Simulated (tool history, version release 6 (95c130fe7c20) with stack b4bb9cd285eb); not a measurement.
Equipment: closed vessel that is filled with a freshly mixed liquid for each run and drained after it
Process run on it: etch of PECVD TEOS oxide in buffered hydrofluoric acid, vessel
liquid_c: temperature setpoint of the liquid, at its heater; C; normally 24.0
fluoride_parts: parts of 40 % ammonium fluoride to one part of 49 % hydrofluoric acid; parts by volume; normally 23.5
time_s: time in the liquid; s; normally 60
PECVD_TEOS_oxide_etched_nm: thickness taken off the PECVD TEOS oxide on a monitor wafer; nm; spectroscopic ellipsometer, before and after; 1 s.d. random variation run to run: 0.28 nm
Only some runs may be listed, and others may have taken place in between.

run	day	liquid_c	fluoride_parts	time_s	read-back film thickness of the PECVD TEOS oxide reference wafer, read on the same gauge (nm)	PECVD_TEOS_oxide_etched_nm
1	0.000	24.0	29.0	60	70.02	32.15
2	0.354	25.5	23.5	60	70.01	40.82
3	0.642	24.0	23.5	60	70.03	37.88
4	1.379	26.5	23.5	60	69.99	42.70
5	1.675	24.0	23.5	60	70.00	37.96
6	2.196	24.0	23.5	60	69.98	37.89
7	2.467	24.0	23.5	60	69.98	37.81
8	4.212	24.0	23.5	60	70.00	37.74

What does the tool deliver on the next run?
# day 4.296: gauge calibrated
# day 4.538: thermometer replaced
9	4.558	24.0	30.0	60	?	?

Logged for run 9: read-back film thickness of the PECVD TEOS oxide reference wafer, read on the same gauge (nm) 70.01, PECVD_TEOS_oxide_etched_nm 31.85 nm.
Minus the tool's unlogged condition, the same run would have read PECVD_TEOS_oxide_etched_nm 31.85 nm.
